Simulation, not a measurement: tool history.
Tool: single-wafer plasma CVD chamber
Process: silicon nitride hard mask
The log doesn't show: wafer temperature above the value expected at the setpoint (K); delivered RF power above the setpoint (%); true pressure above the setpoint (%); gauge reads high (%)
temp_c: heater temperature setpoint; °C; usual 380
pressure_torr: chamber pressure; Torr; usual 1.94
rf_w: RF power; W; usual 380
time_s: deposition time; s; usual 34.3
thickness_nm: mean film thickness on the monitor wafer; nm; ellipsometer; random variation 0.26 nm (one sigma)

run	hour	temp_c	pressure_torr	rf_w	time_s	wafers since the last listed run	hours since the last thermocouple change	hours since the last RF generator calibration	hours since the last manometer calibration	hours since the showerhead was replaced	hours since the gauge calibration	read-back reference wafer on the same gauge, thickness_nm	thickness_nm
1	0	380	1.94	345	34.3	0	2797.7	862.5	108.3	23.3	751.8	54.214	43.774
2	31.6	380	1.94	345	34.3	505	2829.3	894.1	139.9	54.9	783.4	54.278	44.195
3	48.4	380	1.94	380	37.9	268	2846.1	910.9	156.7	71.7	800.2	54.218	51.433
# hour 77.4: RF generator calibrated
4	77.9	380	1.94	420	34.3	344	2875.6	0.5	186.2	101.2	829.7	54.185	51.64
5	98.2	380	2.14	380	34.3	324	2895.9	20.8	206.5	121.5	850	54.26	50.046
6	112.7	380	1.94	380	30.7	232	2910.4	35.3	221	136	864.5	54.198	43.274
# hour 122.1: gauge calibrated
7	145.8	380	1.94	380	37.6	529	2943.5	68.4	254.1	169.1	23.7	54.197	52.811
8	181.5	372	1.75	305	36.4	571	2979.2	104.1	289.8	204.8	59.4	54.214	44.13
9	237.9	380	1.94	380	31.1	902	3035.6	160.5	346.2	261.2	115.8	54.367	43.787
10	253.5	380	2.42	310	34.3	249	3051.2	176.1	361.8	276.8	131.4	54.311	45.32
11	359	394	1.62	380	34.3	1688	3156.7	281.6	467.3	382.3	236.9	54.124	45.019
# hour 379.7: thermocouple changed; heater temperature recalibrated
12	389.2	370	1.94	380	34.3	355	9.5	311.8	497.5	412.5	267.1	54.135	47.843
13	414.3	391	2.31	380	39.6	401	34.6	336.9	522.6	437.6	292.2	54.218	57.814
14	439.6	380	1.94	380	34.3	404	59.9	362.2	547.9	462.9	317.5	54.194	47.439
15	462.7	380	1.94	355	37.3	369	83	385.3	571	486	340.6	54.245	49.675
16	481.7	380	1.94	380	34.3	304	102	404.3	590	505	359.6	54.203	47.519
17	495.2	380	1.94	380	34.3	216	115.5	417.8	603.5	518.5	373.1	54.238	47.353
18	525.2	380	1.94	380	34.3	480	145.5	447.8	633.5	548.5	403.1	54.217	47.412
19	557.2	380	2.29	415	34.3	512	177.5	479.8	665.5	580.5	435.1	54.173	51.977
20	588.2	373	1.94	380	39.1	496	208.5	510.8	696.5	611.5	466.1	54.313	53.847
21	609	386	1.94	380	39.8	332	229.3	531.6	717.3	632.3	486.9	54.194	54.667
22	638.8	389	1.94	425	34.3	476	259.1	561.4	747.1	662.1	516.7	54.222	50.244
23	671.6	380	1.52	380	34.3	524	291.9	594.2	779.9	694.9	549.5	54.068	43.998
24	684.8	386	1.55	355	30.1	211	305.1	607.4	793.1	708.1	562.7	54.247	37.04
25	702.1	368	1.78	380	39.5	276	322.4	624.7	810.4	725.4	580	54.2	52.786
26	717.5	386	2.1	380	34.3	246	337.8	640.1	825.8	740.8	595.4	54.092	48.472
27	730.6	394	1.62	380	34.3	209	350.9	653.2	838.9	753.9	608.5	54.191	44.281
28	761.9	386	1.94	380	28.9	500	382.2	684.5	870.2	785.2	639.8	54.312	39.407

Forecast each of these 5 alternatives for the next run:
A	762.3	380	1.94	415	34.3	6	382.6	684.9	870.6	785.6	640.2	?	?
B	762.3	371	1.94	380	34.3	6	382.6	684.9	870.6	785.6	640.2	?	?
C	762.3	374	1.94	380	28.7	6	382.6	684.9	870.6	785.6	640.2	?	?
D	762.3	380	1.48	380	34.3	6	382.6	684.9	870.6	785.6	640.2	?	?
E	762.3	394	2.12	380	34.3	6	382.6	684.9	870.6	785.6	640.2	?	?

run	read-back reference wafer on the same gauge, thickness_nm	thickness_nm
A	54.083	49.579
B	54.083	47.332
C	54.083	39.578
D	54.083	43.335
E	54.083	48.122
Without the tool's hidden state the same runs would have given:
run	thickness_nm
A	51.189
B	48.987
C	40.962
D	44.85
E	49.805
